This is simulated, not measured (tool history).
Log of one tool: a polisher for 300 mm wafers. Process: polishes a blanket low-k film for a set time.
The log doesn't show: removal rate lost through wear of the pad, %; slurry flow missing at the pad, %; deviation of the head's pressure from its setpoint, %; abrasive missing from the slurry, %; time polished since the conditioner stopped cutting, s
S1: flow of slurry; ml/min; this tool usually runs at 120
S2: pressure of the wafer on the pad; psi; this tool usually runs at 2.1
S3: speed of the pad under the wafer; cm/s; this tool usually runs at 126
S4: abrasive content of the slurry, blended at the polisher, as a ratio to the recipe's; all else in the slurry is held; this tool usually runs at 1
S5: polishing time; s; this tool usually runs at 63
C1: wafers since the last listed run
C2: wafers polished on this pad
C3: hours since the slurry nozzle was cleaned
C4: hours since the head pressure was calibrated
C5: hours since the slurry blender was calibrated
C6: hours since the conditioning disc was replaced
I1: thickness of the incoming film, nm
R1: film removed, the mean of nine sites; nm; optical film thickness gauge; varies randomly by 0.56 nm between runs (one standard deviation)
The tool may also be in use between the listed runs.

| run | hour | S1 | S2 | S3 | S4 | S5 | C1 | C2 | C3 | C4 | C5 | C6 | I1 | R1 |
|---|---|---|---|---|---|---|---|---|---|---|---|---|---|---|
| 1 | 0 | 120 | 2.1 | 126 | 1 | 63 | 0 | 6256 | 550.1 | 35.4 | 484.1 | 177.9 | 623.3 | 38.8 |
| 2 | 60.5 | 120 | 2.1 | 126 | 1 | 75 | 762 | 7019 | 610.6 | 95.9 | 544.6 | 238.4 | 619 | 45.1 |
|  | 88.3 | worn pad replaced by a new one |
|  | 100.9 | slurry blender recalibrated |
|  | 108.9 | slurry nozzle cleaned |
| 3 | 110.6 | 120 | 2.1 | 126 | 1 | 75 | 543 | 243 | 1.7 | 146 | 9.7 | 288.5 | 623.7 | 43.9 |
| 4 | 186.9 | 120 | 2.1 | 126 | 1 | 63 | 961 | 1205 | 78 | 222.3 | 86 | 364.8 | 623.6 | 37 |
| 5 | 223.2 | 120 | 2.1 | 126 | 1 | 50 | 457 | 1662 | 114.3 | 258.6 | 122.3 | 401.1 | 618.4 | 29.9 |
|  | 341.1 | conditioning disc replaced and pad reconditioned |
| 6 | 380.9 | 120 | 2.1 | 126 | 1 | 50 | 1962 | 3624 | 272 | 416.3 | 280 | 39.8 | 613.9 | 31.1 |
| 7 | 465.9 | 120 | 2.1 | 126 | 1.2 | 63 | 1071 | 4696 | 357 | 501.3 | 365 | 124.8 | 622.5 | 41.9 |
| 8 | 542.5 | 120 | 2.1 | 126 | 1.2 | 63 | 965 | 5661 | 433.6 | 577.9 | 441.6 | 201.4 | 619.1 | 42.4 |
| 9 | 589 | 120 | 2.1 | 126 | 1 | 63 | 586 | 6247 | 480.1 | 624.4 | 488.1 | 247.9 | 607 | 37.6 |
|  | 594.1 | head pressure recalibrated |
|  | 597.5 | slurry blender recalibrated |
|  | 622.1 | worn pad replaced by a new one |
| 10 | 658.5 | 120 | 2.1 | 126 | 1 | 63 | 775 | 458 | 549.6 | 64.4 | 61 | 317.4 | 625.2 | 35.9 |
|  | 681.2 | slurry nozzle cleaned |
| 11 | 696.7 | 150 | 2.1 | 94 | 1 | 63 | 468 | 927 | 15.5 | 102.6 | 99.2 | 355.6 | 624 | 30.4 |
| 12 | 786.5 | 120 | 2.1 | 138 | 1 | 63 | 1131 | 2059 | 105.3 | 192.4 | 189 | 445.4 | 626.7 | 38.7 |
|  | 846.8 | conditioning disc replaced and pad reconditioned |
| 13 | 849.8 | 120 | 2.5 | 168 | 1.15 | 63 | 772 | 2831 | 168.6 | 255.7 | 252.3 | 3 | 618.4 | 64.4 |
| 14 | 951.7 | 120 | 2.1 | 126 | 1 | 63 | 1284 | 4115 | 270.5 | 357.6 | 354.2 | 104.9 | 609.8 | 38.5 |
|  | 1046 | slurry blender recalibrated |
| 15 | 1057 | 120 | 2.1 | 102 | 1.15 | 63 | 1301 | 5417 | 375.8 | 462.9 | 11 | 210.2 | 623.1 | 35.9 |
| 16 | 1111.5 | 120 | 2.8 | 126 | 1 | 48 | 686 | 6104 | 430.3 | 517.4 | 65.5 | 264.7 | 625.6 | 37.2 |
|  | 1142 | worn pad replaced by a new one |
|  | 1211.8 | head pressure recalibrated |
|  | 1303.2 | conditioning disc replaced and pad reconditioned |
|  | 1311.2 | slurry nozzle cleaned |
| 17 | 1393.4 | 120 | 2.1 | 126 | 1 | 63 | 3439 | 3105 | 82.2 | 181.6 | 347.4 | 90.2 | 633.3 | 38.9 |
| 18 | 1490.7 | 120 | 1.5 | 126 | 1 | 76 | 1226 | 4331 | 179.5 | 278.9 | 444.7 | 187.5 | 621.9 | 32.3 |
|  | 1516.7 | slurry blender recalibrated |
| 19 | 1645.4 | 120 | 2.1 | 88 | 1 | 44 | 1924 | 6255 | 334.2 | 433.6 | 128.7 | 342.2 | 630.6 | 19.4 |
|  | 1661.9 | worn pad replaced by a new one |
| 20 | 1700.3 | 120 | 2.1 | 126 | 1.15 | 73 | 641 | 483 | 389.1 | 488.5 | 183.6 | 397.1 | 615.7 | 46.7 |
| 21 | 1780.8 | 135 | 2.1 | 126 | 1.2 | 63 | 1014 | 1498 | 469.6 | 569 | 264.1 | 477.6 | 622.1 | 42.2 |
| 22 | 1841.3 | 120 | 2.1 | 82 | 1.25 | 63 | 762 | 2260 | 530.1 | 629.5 | 324.6 | 538.1 | 609 | 30 |
|  | 1864.1 | conditioning disc replaced and pad reconditioned |
|  | 1894.2 | head pressure recalibrated |
| 23 | 1932.3 | 150 | 2.1 | 126 | 1 | 70 | 1096 | 3357 | 621.1 | 38.1 | 415.6 | 68.2 | 625.4 | 45.8 |
|  | 2009.4 | slurry nozzle cleaned |
| 24 | 2027.9 | 120 | 2.1 | 126 | 1 | 63 | 1192 | 4549 | 18.5 | 133.7 | 511.2 | 163.8 | 625.6 | 38.5 |
|  | 2087 | slurry blender recalibrated |
|  | 2233.8 | worn pad replaced by a new one |
| 25 | 2241.9 | 140 | 2.5 | 126 | 1.3 | 81 | 2621 | 101 | 232.5 | 347.7 | 154.9 | 377.8 | 622.2 | 66.5 |

What if the next run were any one of these 4? Each begins from the tool's condition after run 25:
| A | 2242.3 | 120 | 2.1 | 126 | 1 | 63 | 5 | 106 | 232.9 | 348.1 | 155.3 | 378.2 | 613.5 | ? |
| B | 2242.3 | 85 | 1.8 | 126 | 0.9 | 56 | 5 | 106 | 232.9 | 348.1 | 155.3 | 378.2 | 613.5 | ? |
| C | 2242.3 | 135 | 2.1 | 126 | 1 | 57 | 5 | 106 | 232.9 | 348.1 | 155.3 | 378.2 | 613.5 | ? |
| D | 2242.3 | 90 | 1.8 | 126 | 1.2 | 43 | 5 | 106 | 232.9 | 348.1 | 155.3 | 378.2 | 613.5 | ? |

| run | R1 |
|---|---|
| A | 36.8 |
| B | 23.6 |
| C | 34.2 |
| D | 22.8 |
Had the tool no hidden state, the same runs would have come out as:
| run | R1 |
|---|---|
| A | 40 |
| B | 25.3 |
| C | 37.1 |
| D | 24.5 |
